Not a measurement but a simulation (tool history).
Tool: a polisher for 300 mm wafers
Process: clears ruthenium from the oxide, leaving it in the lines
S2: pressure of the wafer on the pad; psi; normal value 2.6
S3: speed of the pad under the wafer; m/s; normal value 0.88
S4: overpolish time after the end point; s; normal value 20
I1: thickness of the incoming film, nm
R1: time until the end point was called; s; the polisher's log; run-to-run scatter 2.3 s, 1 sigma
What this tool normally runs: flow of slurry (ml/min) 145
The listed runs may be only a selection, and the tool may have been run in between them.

{"run": 1, "hour": 0.0, "flow of slurry (ml/min)": 145, "S2": 3, "S3": 0.88, "S4": 20, "I1": 209, "R1": 143.5}
{"run": 2, "hour": 69.0, "flow of slurry (ml/min)": 145, "S2": 3, "S3": 0.88, "S4": 20, "I1": 205.2, "R1": 145.1}
{"run": 3, "hour": 140.6, "flow of slurry (ml/min)": 145, "S2": 2.6, "S3": 0.88, "S4": 20, "I1": 208.9, "R1": 164.9}
{"run": 4, "hour": 179.4, "flow of slurry (ml/min)": 145, "S2": 2.6, "S3": 0.88, "S4": 20, "I1": 212.3, "R1": 165.9}
{"run": 5, "hour": 214.2, "flow of slurry (ml/min)": 145, "S2": 2.6, "S3": 0.88, "S4": 20, "I1": 211.8, "R1": 167.4}
{"run": 6, "hour": 261.6, "flow of slurry (ml/min)": 145, "S2": 2.6, "S3": 0.88, "S4": 20, "I1": 209.9, "R1": 169.8}
{"run": 7, "hour": 367.9, "flow of slurry (ml/min)": 145, "S2": 2.6, "S3": 0.88, "S4": 20, "I1": 206.7, "R1": 165.9}
{"run": 8, "hour": 412.6, "flow of slurry (ml/min)": 145, "S2": 2.3, "S3": 0.88, "S4": 20, "I1": 213.2, "R1": 182.8}
{"run": 9, "hour": 480.4, "flow of slurry (ml/min)": 125, "S2": 3.1, "S3": 0.88, "S4": 20, "I1": 208.9, "R1": 150.3}
{"run": 10, "hour": 515.1, "flow of slurry (ml/min)": 145, "S2": 2.1, "S3": 0.88, "S4": 20, "I1": 214, "R1": 184.7}
{"run": 11, "hour": 565.7, "flow of slurry (ml/min)": 145, "S2": 2.1, "S3": 0.88, "S4": 20, "I1": 207.4, "R1": 177.9}
{"run": 12, "hour": 604.3, "flow of slurry (ml/min)": 145, "S2": 2.6, "S3": 0.88, "S4": 29, "I1": 210.8, "R1": 155.7}
{"run": 13, "hour": 635.6, "flow of slurry (ml/min)": 145, "S2": 2.6, "S3": 0.88, "S4": 29, "I1": 210.7, "R1": 154.8}
{"run": 14, "hour": 692.1, "flow of slurry (ml/min)": 145, "S2": 2.6, "S3": 0.88, "S4": 29, "I1": 209.2, "R1": 154.1}
{"run": 15, "hour": 717.1, "flow of slurry (ml/min)": 145, "S2": 2.6, "S3": 0.66, "S4": 20, "I1": 207.9, "R1": 207.7}
{"run": 16, "hour": 764.3, "flow of slurry (ml/min)": 145, "S2": 2.6, "S3": 0.88, "S4": 20, "I1": 207.9, "R1": 155.6}
{"run": 17, "hour": 807.7, "flow of slurry (ml/min)": 145, "S2": 2.6, "S3": 0.88, "S4": 20, "I1": 208, "R1": 157.1}
{"run": 18, "hour": 848.6, "flow of slurry (ml/min)": 160, "S2": 2.6, "S3": 0.88, "S4": 20, "I1": 208.6, "R1": 152.2}
{"run": 19, "hour": 884.4, "flow of slurry (ml/min)": 120, "S2": 1.8, "S3": 0.88, "S4": 20, "I1": 205.8, "R1": 212.5}
{"run": 20, "hour": 924.4, "flow of slurry (ml/min)": 170, "S2": 3.4, "S3": 0.76, "S4": 8, "I1": 209.7, "R1": 143.9}
{"run": 21, "hour": 964.4, "flow of slurry (ml/min)": 145, "S2": 2.6, "S3": 0.88, "S4": 20, "I1": 207.9, "R1": 156.1}
{"run": 22, "hour": 1051.8, "flow of slurry (ml/min)": 145, "S2": 2.6, "S3": 0.88, "S4": 20, "I1": 212.8, "R1": 164.1}
{"run": 23, "hour": 1106.2, "flow of slurry (ml/min)": 145, "S2": 2.6, "S3": 0.88, "S4": 20, "I1": 209.4, "R1": 156.3}
{"run": 24, "hour": 1150.4, "flow of slurry (ml/min)": 105, "S2": 2.6, "S3": 0.8, "S4": 28, "I1": 210.4, "R1": 192.3}
{"run": 25, "hour": 1236.2, "flow of slurry (ml/min)": 145, "S2": 3.1, "S3": 0.68, "S4": 20, "I1": 209.6, "R1": 185.3}
{"run": 26, "hour": 1265.6, "flow of slurry (ml/min)": 105, "S2": 3.3, "S3": 0.72, "S4": 9, "I1": 210.8, "R1": 176.8}
{"run": 27, "hour": 1306.4, "flow of slurry (ml/min)": 145, "S2": 2.6, "S3": 1.04, "S4": 17, "I1": 213.2, "R1": 137.5}
{"run": 28, "hour": 1365.7, "flow of slurry (ml/min)": 130, "S2": 3, "S3": 1.08, "S4": 20, "I1": 211.6, "R1": 120.7}
{"run": 29, "hour": 1413.9, "flow of slurry (ml/min)": 145, "S2": 2.6, "S3": 0.88, "S4": 20, "I1": 209.4, "R1": 165.6}
{"run": 30, "hour": 1470.8, "flow of slurry (ml/min)": 145, "S2": 1.7, "S3": 0.88, "S4": 20, "I1": 212, "R1": 232.4}
{"run": 31, "hour": 1534.7, "flow of slurry (ml/min)": 145, "S2": 2.6, "S3": 0.6, "S4": 20, "I1": 209.6, "R1": 240.2}
{"run": 32, "hour": 1566.2, "flow of slurry (ml/min)": 145, "S2": 2.6, "S3": 0.76, "S4": 20, "I1": 209.1, "R1": 194.5}
{"run": 33, "hour": 1603.0, "flow of slurry (ml/min)": 185, "S2": 2.6, "S3": 0.88, "S4": 29, "I1": 213.1, "R1": 161.8}
{"run": 34, "hour": 1654.3, "flow of slurry (ml/min)": 120, "S2": 2.6, "S3": 0.88, "S4": 20, "I1": 212.9, "R1": 176.3}

Put back what was entered between runs (8 entries, withheld): which listed runs does each sit between, and how does the hidden state differ from the listed run before to the listed run after?
Run 5 -> run 6: worn pad replaced by a new one (hour 235)
  deviation of the head's pressure from its setpoint, %: -9.59 -> -10
  measured less the result without the state, R1: +12.7 -> +13.4 s
Run 9 -> run 10: head pressure recalibrated (hour 514.6)
  deviation of the head's pressure from its setpoint, %: -11.9 -> -0.238
  measured less the result without the state, R1: +14.2 -> +0.4 s
Run 10 -> run 11: worn pad replaced by a new one (hour 565.2)
  deviation of the head's pressure from its setpoint, %: -0.238 -> -0.677
  measured less the result without the state, R1: +0.4 -> +0.9 s
Run 15 -> run 16: slurry nozzle cleaned (hour 723.8)
  deviation of the head's pressure from its setpoint, %: -1.99 -> -2.4
  measured less the result without the state, R1: +3.3 -> +3 s
Run 19 -> run 20: worn pad replaced by a new one (hour 894)
  deviation of the head's pressure from its setpoint, %: -3.44 -> -3.79
  measured less the result without the state, R1: +5.8 -> +4.4 s
Run 24 -> run 25: worn pad replaced by a new one (hour 1187.3)
  deviation of the head's pressure from its setpoint, %: -5.75 -> -6.49
  measured less the result without the state, R1: +8.8 -> +9.6 s
Run 30 -> run 31: worn pad replaced by a new one (hour 1488); slurry nozzle cleaned (hour 1508.4)
  deviation of the head's pressure from its setpoint, %: -8.53 -> -9.08
  measured less the result without the state, R1: +15.7 -> +17.3 s
